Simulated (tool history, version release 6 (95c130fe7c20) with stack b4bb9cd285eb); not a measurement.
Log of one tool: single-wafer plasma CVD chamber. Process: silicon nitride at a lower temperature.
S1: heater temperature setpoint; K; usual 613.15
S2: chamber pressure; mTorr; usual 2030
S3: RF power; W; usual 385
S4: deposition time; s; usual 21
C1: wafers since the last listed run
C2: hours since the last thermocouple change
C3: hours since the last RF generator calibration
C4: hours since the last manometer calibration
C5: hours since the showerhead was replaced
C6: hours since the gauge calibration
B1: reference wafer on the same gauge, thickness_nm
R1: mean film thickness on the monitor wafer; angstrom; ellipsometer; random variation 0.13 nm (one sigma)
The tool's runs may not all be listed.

run     day      S1    S2   S3    S4    C1      C2      C3      C4      C5     C6      B1      R1
  1       0  613.15  2030  385    21     0  1913.8  1450.5  1662.5  6084.4   83.9  30.799  310.22
  2   2.125  613.15  1900  385    21  1949  1964.8  1501.5  1713.5  6135.4  134.9  30.804  305.15
  3   3.625  613.15  1900  385    21  1376  2000.8  1537.5  1749.5  6171.4  170.9  30.794  304.59
  4   6.296  613.15  2030  385    21  2450  2064.9  1601.6  1813.6  6235.5    235  30.778  307.59
  5   7.808  613.15  2030  385  17.7  1387  2101.2  1637.9  1849.9  6271.8  271.3  30.764  258.16
  6     9.3  613.15  2030  385  17.7  1368    2137  1673.7  1885.7  6307.6  307.1  30.775  259.24
  7  14.533  613.15  2030  385    21  4801  2262.6  1799.3  2011.3  6433.2  432.7  30.779  306.37
  8  17.417  613.15  2030  385    21  2645  2331.8  1868.5  2080.5  6502.4  501.9  30.773  304.26
     18.483  -- thermocouple changed; heater temperature recalibrated
      19.25  -- capacitance manometer re-zeroed and calibrated
  9  19.271  613.15  2030  385    21  1089    18.9    1913     0.5  6546.9  546.4  30.835  304.79
     19.662  -- gauge calibrated
 10  21.104  613.15  2030  385    21  1681    62.9    1957    44.5  6590.9   34.6  30.812  305.63
 11  23.042  600.15  2030  365    21  1777   109.4  2003.5      91  6637.4   81.1  30.779  294.78
 12  25.392  607.15  2030  345    21  2155   165.8  2059.9   147.4  6693.8  137.5  30.795  284.21
     26.004  -- RF generator calibrated
     26.592  -- showerhead replaced
 13  28.317  617.15  1800  385    21  2071     236    55.5   217.6    41.4  207.7  30.811  306.04
 14  30.646  613.15  2030  385    21  2136   291.9   111.4   273.5    97.3  263.6  30.769  314.77

The next listed run, before its measurement:
 15  32.883  613.15  2030  405  21  2052  345.6  165.1  327.2  151  317.3   ?   ?

Run 15 gave B1 30.804, R1 323.73 angstrom.
Without the tool's hidden state the same run would have given R1 325.53 angstrom.

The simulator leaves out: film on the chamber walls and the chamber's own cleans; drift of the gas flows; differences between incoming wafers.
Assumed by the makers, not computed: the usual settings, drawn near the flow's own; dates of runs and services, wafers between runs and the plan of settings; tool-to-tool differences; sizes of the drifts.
